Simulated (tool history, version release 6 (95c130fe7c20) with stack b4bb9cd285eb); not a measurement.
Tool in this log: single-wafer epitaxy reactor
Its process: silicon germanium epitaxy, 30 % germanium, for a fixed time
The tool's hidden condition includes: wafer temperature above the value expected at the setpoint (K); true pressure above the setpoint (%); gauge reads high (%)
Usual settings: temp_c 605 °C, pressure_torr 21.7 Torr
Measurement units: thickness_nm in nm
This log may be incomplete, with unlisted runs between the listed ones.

run,day,temp_c,pressure_torr,wafers since the last listed run,hours since the last pyrometer calibration,hours since the last manometer calibration,hours since the showerhead was replaced,hours since the gauge calibration,"read-back reference wafer on the same gauge, thickness_nm",thickness_nm
1,0.000,605,21.7,0,2839.5,1499.2,2452.7,50.1,78.219,68.603
2,1.088,605,21.7,384,2865.6,1525.3,2478.8,76.2,78.238,68.813
3,1.733,605,21.7,228,2881.1,1540.8,2494.3,91.7,78.296,68.965
4,2.438,605,21.7,248,2898.0,1557.7,2511.2,108.6,78.255,68.873
5,3.054,605,21.7,217,2912.8,1572.5,2526.0,123.4,78.228,68.880
6,3.333,605,21.7,98,2919.5,1579.2,2532.7,130.1,78.223,68.457
7,3.671,605,21.7,119,2927.6,1587.3,2540.8,138.2,78.206,68.539
8,4.225,605,22.8,195,2940.9,1600.6,2554.1,151.5,78.175,69.907
9,4.667,605,22.8,155,2951.5,1611.2,2564.7,162.1,78.191,69.657
# day 5.050: gauge calibrated
# day 5.417: showerhead replaced
10,5.438,605,22.8,154,2970.0,1629.7,0.5,9.3,78.211,70.146
11,5.679,600,25.5,85,2975.8,1635.5,6.3,15.1,78.253,65.186
12,6.067,600,25.5,136,2985.1,1644.8,15.6,24.4,78.226,65.224
13,6.412,600,25.5,122,2993.4,1653.1,23.9,32.7,78.220,65.361
14,6.750,595,17.4,119,3001.5,1661.2,32.0,40.8,78.227,52.511
# day 7.350: capacitance manometer re-zeroed and calibrated
15,7.371,605,21.7,101,3016.4,0.5,46.9,55.7,78.133,69.319
16,7.546,600,25.5,61,3020.6,4.7,51.1,59.9,78.111,65.625
17,8.167,611,16.3,219,3035.5,19.6,66.0,74.8,78.267,71.893
18,8.771,593,24.5,213,3050.0,34.1,80.5,89.3,78.218,55.935
# day 9.521: pyrometer calibrated
19,9.542,600,16.9,154,0.5,52.6,99.0,107.8,78.186,57.907

Expected results for the next run?
20,9.604,605,21.7,22,2.0,54.1,100.5,109.3,?,?

{"run 20": {"read-back reference wafer on the same gauge, thickness_nm": 78.18, "thickness_nm": 68.895}}
With no hidden state in the tool, this same run would have given thickness_nm 68.895 nm.

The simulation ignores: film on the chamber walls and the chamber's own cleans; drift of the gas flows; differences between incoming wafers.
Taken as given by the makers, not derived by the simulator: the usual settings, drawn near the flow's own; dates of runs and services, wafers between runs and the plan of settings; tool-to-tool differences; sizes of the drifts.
